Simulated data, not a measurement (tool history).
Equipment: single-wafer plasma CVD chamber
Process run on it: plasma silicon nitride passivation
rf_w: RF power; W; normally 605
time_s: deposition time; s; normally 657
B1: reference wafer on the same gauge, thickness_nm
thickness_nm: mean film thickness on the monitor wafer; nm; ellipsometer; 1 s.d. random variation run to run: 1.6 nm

run 1 day=0.000 | rf_w=510 time_s=657 | B1=1221.369 | thickness_nm=1046.217
run 2 day=0.429 | rf_w=510 time_s=657 | B1=1220.743 | thickness_nm=1047.185
run 3 day=1.171 | rf_w=605 time_s=657 | B1=1221.016 | thickness_nm=1090.115
run 4 day=1.442 | rf_w=605 time_s=657 | B1=1221.316 | thickness_nm=1092.896
run 5 day=2.162 | rf_w=605 time_s=657 | B1=1221.797 | thickness_nm=1092.517
run 6 day=2.758 | rf_w=605 time_s=657 | B1=1222.438 | thickness_nm=1092.906
run 7 day=3.104 | rf_w=605 time_s=657 | B1=1222.945 | thickness_nm=1091.713
run 8 day=3.796 | rf_w=605 time_s=657 | B1=1223.841 | thickness_nm=1097.428
-- day=4.167 showerhead replaced
run 9 day=4.442 | rf_w=605 time_s=657 | B1=1224.791 | thickness_nm=1096.722
run 10 day=4.942 | rf_w=605 time_s=657 | B1=1224.859 | thickness_nm=1093.498
run 11 day=5.438 | rf_w=605 time_s=657 | B1=1226.472 | thickness_nm=1098.650
run 12 day=6.042 | rf_w=605 time_s=657 | B1=1227.307 | thickness_nm=1100.850
run 13 day=6.475 | rf_w=605 time_s=657 | B1=1228.201 | thickness_nm=1099.896
run 14 day=7.067 | rf_w=665 time_s=582 | B1=1229.922 | thickness_nm=998.324
-- day=7.517 gauge calibrated
run 15 day=7.558 | rf_w=530 time_s=719 | B1=1220.602 | thickness_nm=1157.181
run 16 day=8.246 | rf_w=670 time_s=588 | B1=1220.410 | thickness_nm=1003.654
-- day=8.958 RF generator calibrated
run 17 day=8.979 | rf_w=725 time_s=539 | B1=1220.625 | thickness_nm=940.143
run 18 day=9.333 | rf_w=605 time_s=755 | B1=1220.753 | thickness_nm=1253.941
run 19 day=10.017 | rf_w=605 time_s=657 | B1=1220.366 | thickness_nm=1093.430
run 20 day=10.758 | rf_w=605 time_s=657 | B1=1222.247 | thickness_nm=1092.389
run 21 day=11.058 | rf_w=500 time_s=704 | B1=1221.888 | thickness_nm=1116.159
run 22 day=11.438 | rf_w=570 time_s=606 | B1=1222.226 | thickness_nm=994.985
run 23 day=12.000 | rf_w=660 time_s=787 | B1=1222.461 | thickness_nm=1341.448
run 24 day=12.271 | rf_w=675 time_s=557 | B1=1223.747 | thickness_nm=956.483
run 25 day=12.554 | rf_w=495 time_s=709 | B1=1224.097 | thickness_nm=1121.553
run 26 day=13.192 | rf_w=655 time_s=719 | B1=1224.778 | thickness_nm=1223.485
run 27 day=13.533 | rf_w=605 time_s=529 | B1=1225.219 | thickness_nm=884.617

Consider 3 possible next runs. They are alternatives, not a sequence: every one starts from the tool as it was left by run 27. What does each give?
run A day=13.558 | rf_w=605 time_s=657 | B1=? | thickness_nm=?
run B day=13.558 | rf_w=605 time_s=540 | B1=? | thickness_nm=?
run C day=13.558 | rf_w=555 time_s=530 | B1=? | thickness_nm=?

run=A B1=1225.320 thickness_nm=1097.694
run=B B1=1225.320 thickness_nm=902.214
run=C B1=1225.320 thickness_nm=865.957
With no hidden state in the tool, these same runs would have given:
run=A thickness_nm=1093.220
run=B thickness_nm=898.537
run=C thickness_nm=862.428
